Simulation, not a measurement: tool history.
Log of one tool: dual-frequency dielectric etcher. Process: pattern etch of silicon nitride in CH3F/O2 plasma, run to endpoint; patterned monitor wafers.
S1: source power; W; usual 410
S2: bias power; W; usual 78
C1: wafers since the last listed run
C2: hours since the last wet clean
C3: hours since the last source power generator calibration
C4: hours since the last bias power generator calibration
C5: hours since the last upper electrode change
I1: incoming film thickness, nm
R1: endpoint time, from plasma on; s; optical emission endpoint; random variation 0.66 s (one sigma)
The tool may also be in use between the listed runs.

| run | day | S1 | S2 | C1 | C2 | C3 | C4 | C5 | I1 | R1 |
|---|---|---|---|---|---|---|---|---|---|---|
| 1 | 0.000 | 410 | 78 | 0 | 342.5 | 3782.9 | 1148.2 | 1809.0 | 103.7 | 112.6 |
| 2 | 1.108 | 410 | 78 | 113 | 369.1 | 3809.5 | 1174.8 | 1835.6 | 103.9 | 113.8 |
| 3 | 2.008 | 410 | 78 | 92 | 390.7 | 3831.1 | 1196.4 | 1857.2 | 104.9 | 116.1 |
| 4 | 2.862 | 410 | 78 | 87 | 411.2 | 3851.6 | 1216.9 | 1877.7 | 104.9 | 113.9 |
| 5 | 3.517 | 410 | 78 | 66 | 426.9 | 3867.3 | 1232.6 | 1893.4 | 103.3 | 113.7 |
| 6 | 4.517 | 410 | 78 | 102 | 450.9 | 3891.3 | 1256.6 | 1917.4 | 104.2 | 115.0 |
|  | 5.983 | wet clean of the chamber |
| 7 | 6.004 | 410 | 78 | 49 | 0.5 | 3927.0 | 1292.3 | 1953.1 | 104.1 | 103.0 |
| 8 | 6.942 | 410 | 78 | 95 | 23.0 | 3949.5 | 1314.8 | 1975.6 | 104.6 | 103.1 |
|  | 11.104 | wet clean of the chamber, repeated, since the last time left the tool worse |
| 9 | 11.125 | 470 | 78 | 325 | 0.5 | 4049.9 | 1415.2 | 2076.0 | 103.3 | 104.5 |
| 10 | 13.608 | 410 | 78 | 254 | 60.1 | 4109.5 | 1474.8 | 2135.6 | 103.6 | 111.1 |
| 11 | 14.267 | 410 | 78 | 67 | 75.9 | 4125.3 | 1490.6 | 2151.4 | 102.9 | 109.4 |
| 12 | 15.062 | 410 | 78 | 81 | 95.0 | 4144.4 | 1509.7 | 2170.5 | 103.7 | 111.7 |
| 13 | 16.929 | 410 | 78 | 190 | 139.8 | 4189.2 | 1554.5 | 2215.3 | 105.0 | 111.6 |
| 14 | 18.179 | 410 | 78 | 127 | 169.8 | 4219.2 | 1584.5 | 2245.3 | 104.5 | 112.2 |
| 15 | 19.596 | 410 | 78 | 144 | 203.8 | 4253.2 | 1618.5 | 2279.3 | 103.6 | 111.8 |
| 16 | 20.954 | 440 | 78 | 138 | 236.4 | 4285.8 | 1651.1 | 2311.9 | 103.6 | 109.7 |
|  | 21.742 | source power generator calibrated |
| 17 | 22.071 | 410 | 78 | 97 | 263.2 | 7.9 | 1677.9 | 2338.7 | 103.8 | 111.7 |
| 18 | 23.479 | 490 | 73 | 144 | 297.0 | 41.7 | 1711.7 | 2372.5 | 103.3 | 110.2 |
| 19 | 24.433 | 440 | 63 | 97 | 319.9 | 64.6 | 1734.6 | 2395.4 | 103.4 | 124.0 |
|  | 25.758 | bias power generator calibrated |
| 20 | 25.888 | 410 | 78 | 131 | 354.8 | 99.5 | 3.1 | 2430.3 | 104.8 | 114.9 |
| 21 | 26.450 | 410 | 90 | 57 | 368.3 | 113.0 | 16.6 | 2443.8 | 103.2 | 102.6 |
| 22 | 27.358 | 510 | 97 | 92 | 390.1 | 134.8 | 38.4 | 2465.6 | 103.7 | 93.2 |
|  | 28.758 | upper electrode replaced |
| 23 | 28.808 | 370 | 72 | 46 | 424.9 | 169.6 | 73.2 | 1.2 | 103.5 | 123.0 |
|  | 30.421 | wet clean of the chamber |
| 24 | 30.442 | 320 | 67 | 64 | 0.5 | 208.8 | 112.4 | 40.4 | 103.8 | 130.3 |
| 25 | 30.783 | 450 | 78 | 34 | 8.7 | 217.0 | 120.6 | 48.6 | 102.8 | 105.9 |
| 26 | 32.175 | 410 | 62 | 142 | 42.1 | 250.4 | 154.0 | 82.0 | 103.8 | 125.7 |

Run 27 comes next. What will it give?
| 27 | 32.933 | 380 | 62 | 77 | 60.3 | 268.6 | 172.2 | 100.2 | 104.8 | ? |

Run 27 gave R1 129.3 s.
Without the tool's hidden state the same run would have given R1 129.1 s.
